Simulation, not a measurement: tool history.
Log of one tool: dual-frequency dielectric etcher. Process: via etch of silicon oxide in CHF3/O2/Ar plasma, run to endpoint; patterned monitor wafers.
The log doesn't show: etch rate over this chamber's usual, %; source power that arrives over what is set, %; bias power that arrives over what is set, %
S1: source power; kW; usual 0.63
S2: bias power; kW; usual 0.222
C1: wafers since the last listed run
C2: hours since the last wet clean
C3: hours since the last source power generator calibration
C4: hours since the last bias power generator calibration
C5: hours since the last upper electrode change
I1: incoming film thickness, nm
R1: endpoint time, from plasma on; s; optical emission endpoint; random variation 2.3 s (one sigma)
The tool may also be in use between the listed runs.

run,hour,S1,S2,C1,C2,C3,C4,C5,I1,R1
1,0,0.63,0.222,0,226.2,4048.6,4883.8,2209.8,647.1,294.3
2,19.5,0.63,0.222,68,245.7,4068.1,4903.3,2229.3,644.3,291.3
3,46.4,0.63,0.222,94,272.6,4095,4930.2,2256.2,644,292.8
4,64.5,0.63,0.222,63,290.7,4113.1,4948.3,2274.3,648.7,298
5,100.3,0.63,0.222,126,326.5,4148.9,4984.1,2310.1,646.2,297.3
6,112.5,0.63,0.202,43,338.7,4161.1,4996.3,2322.3,645,302.7
# hour 119.4: bias power generator calibrated
7,130.4,0.63,0.202,49,356.6,4179,11,2340.2,642,307.4
8,154,0.63,0.202,83,380.2,4202.6,34.6,2363.8,645.5,311.4
9,177.6,0.63,0.202,83,403.8,4226.2,58.2,2387.4,642.1,303.8
10,190.9,0.7,0.222,46,417.1,4239.5,71.5,2400.7,649.6,286.9
# hour 217.6: upper electrode replaced
11,218.1,0.79,0.247,11,444.3,4266.7,98.7,0.5,646.5,256.1
12,229.7,0.63,0.24,40,455.9,4278.3,110.3,12.1,646.1,297
# hour 246.2: source power generator calibrated
13,246.7,0.63,0.222,45,472.9,0.5,127.3,29.1,638.3,298.1
# hour 278.5: wet clean of the chamber
14,279,0.67,0.171,29,0.5,32.8,159.6,61.4,647.4,295.6
15,284,0.63,0.197,17,5.5,37.8,164.6,66.4,650.4,295.5
16,319.1,0.78,0.222,123,40.6,72.9,199.7,101.5,643.6,250.6
17,352.6,0.63,0.257,118,74.1,106.4,233.2,135,641.2,272.4

Forecast each of these 4 alternatives for the next run:
A,353.1,0.63,0.253,1,74.6,106.9,233.7,135.5,640.6,?
B,353.1,0.63,0.188,1,74.6,106.9,233.7,135.5,640.6,?
C,353.1,0.69,0.243,1,74.6,106.9,233.7,135.5,640.6,?
D,353.1,0.71,0.244,1,74.6,106.9,233.7,135.5,640.6,?

run,R1
A,278.7
B,303.6
C,267.4
D,262.8
Without the tool's hidden state the same runs would have given:
run,R1
A,275.9
B,300.5
C,264.7
D,260.1
